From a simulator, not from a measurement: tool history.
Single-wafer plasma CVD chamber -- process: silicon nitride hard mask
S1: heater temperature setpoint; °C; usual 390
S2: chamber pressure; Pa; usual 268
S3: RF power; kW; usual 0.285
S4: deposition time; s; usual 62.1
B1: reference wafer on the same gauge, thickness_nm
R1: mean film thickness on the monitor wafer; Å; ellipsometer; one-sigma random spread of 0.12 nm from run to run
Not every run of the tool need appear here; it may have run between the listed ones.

run,hour,S1,S2,S3,S4,B1,R1
1,0.0,390,268,0.285,55.6,90.505,688.04
2,8.4,390,268,0.285,55.6,90.470,687.06
3,25.0,390,268,0.285,55.6,90.495,688.33
4,40.5,383,268,0.285,56.9,90.497,704.82
# hour 54.5: gauge calibrated
5,56.2,390,268,0.260,62.1,90.512,717.36
# hour 64.4: showerhead replaced
6,69.1,390,268,0.285,62.1,90.470,762.47
7,84.9,390,268,0.285,62.1,90.471,763.24
# hour 101.2: thermocouple changed; heater temperature recalibrated
8,102.3,390,268,0.285,62.1,90.509,761.77
# hour 115.3: capacitance manometer re-zeroed and calibrated
# hour 115.6: RF generator calibrated
9,116.1,390,243,0.330,52.0,90.507,709.85
10,118.7,390,203,0.285,69.7,90.500,774.82
11,127.1,390,268,0.285,62.1,90.528,808.38
12,134.6,401,268,0.265,54.1,90.487,666.96
13,144.2,382,251,0.285,50.1,90.490,632.15
14,153.0,390,243,0.285,62.1,90.501,769.29
# hour 163.0: gauge calibrated
15,169.6,390,268,0.285,62.1,90.490,807.70
16,180.0,390,268,0.285,62.1,90.498,811.01

Here are 3 independent what-if runs from the current tool condition. What would each one return?
A,180.4,390,268,0.285,51.6,?,?
B,180.4,390,268,0.285,66.2,?,?
C,180.4,384,236,0.285,62.1,?,?

run,B1,R1
A,90.516,672.54
B,90.516,862.46
C,90.516,761.73
What these runs would have given with no unlogged condition in the tool:
run,R1
A,675.95
B,866.84
C,765.60
